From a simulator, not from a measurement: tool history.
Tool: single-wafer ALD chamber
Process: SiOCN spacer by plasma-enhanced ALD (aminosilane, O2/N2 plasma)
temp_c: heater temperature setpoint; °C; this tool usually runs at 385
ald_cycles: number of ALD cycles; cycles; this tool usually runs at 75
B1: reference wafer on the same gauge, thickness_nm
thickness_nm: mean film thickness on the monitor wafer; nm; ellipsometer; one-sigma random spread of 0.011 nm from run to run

run 1 hour=0.0 | temp_c=385 ald_cycles=85 | B1=3.844 | thickness_nm=5.030
run 2 hour=15.7 | temp_c=385 ald_cycles=85 | B1=3.838 | thickness_nm=5.025
-- hour=35.5 gauge calibrated
run 3 hour=97.0 | temp_c=385 ald_cycles=85 | B1=3.889 | thickness_nm=5.107
run 4 hour=129.5 | temp_c=385 ald_cycles=75 | B1=3.885 | thickness_nm=4.499
-- hour=152.9 thermocouple changed; heater temperature recalibrated
run 5 hour=161.2 | temp_c=385 ald_cycles=75 | B1=3.877 | thickness_nm=4.471
run 6 hour=179.8 | temp_c=385 ald_cycles=75 | B1=3.876 | thickness_nm=4.478
run 7 hour=193.0 | temp_c=395 ald_cycles=84 | B1=3.869 | thickness_nm=4.989
run 8 hour=206.3 | temp_c=397 ald_cycles=75 | B1=3.870 | thickness_nm=4.463
run 9 hour=229.8 | temp_c=397 ald_cycles=75 | B1=3.863 | thickness_nm=4.473
run 10 hour=256.2 | temp_c=385 ald_cycles=75 | B1=3.859 | thickness_nm=4.464
run 11 hour=283.4 | temp_c=385 ald_cycles=75 | B1=3.849 | thickness_nm=4.450
run 12 hour=302.1 | temp_c=385 ald_cycles=87 | B1=3.843 | thickness_nm=5.146
-- hour=304.9 gauge calibrated
run 13 hour=314.8 | temp_c=394 ald_cycles=83 | B1=3.873 | thickness_nm=4.962
run 14 hour=333.0 | temp_c=389 ald_cycles=69 | B1=3.868 | thickness_nm=4.108
run 15 hour=361.4 | temp_c=372 ald_cycles=85 | B1=3.868 | thickness_nm=5.077
run 16 hour=383.7 | temp_c=385 ald_cycles=85 | B1=3.872 | thickness_nm=5.046
run 17 hour=418.7 | temp_c=385 ald_cycles=71 | B1=3.869 | thickness_nm=4.227
run 18 hour=444.5 | temp_c=385 ald_cycles=75 | B1=3.864 | thickness_nm=4.469
run 19 hour=458.4 | temp_c=397 ald_cycles=60 | B1=3.860 | thickness_nm=3.556

Forecast each of these 3 alternatives for the next run:
run A hour=458.9 | temp_c=385 ald_cycles=75 | B1=? | thickness_nm=?
run B hour=458.9 | temp_c=392 ald_cycles=81 | B1=? | thickness_nm=?
run C hour=458.9 | temp_c=393 ald_cycles=85 | B1=? | thickness_nm=?

run=A B1=3.858 thickness_nm=4.462
run=B B1=3.858 thickness_nm=4.819
run=C B1=3.858 thickness_nm=5.057
Without the tool's unlogged condition, the same runs would have read:
run=A thickness_nm=4.486
run=B thickness_nm=4.845
run=C thickness_nm=5.084

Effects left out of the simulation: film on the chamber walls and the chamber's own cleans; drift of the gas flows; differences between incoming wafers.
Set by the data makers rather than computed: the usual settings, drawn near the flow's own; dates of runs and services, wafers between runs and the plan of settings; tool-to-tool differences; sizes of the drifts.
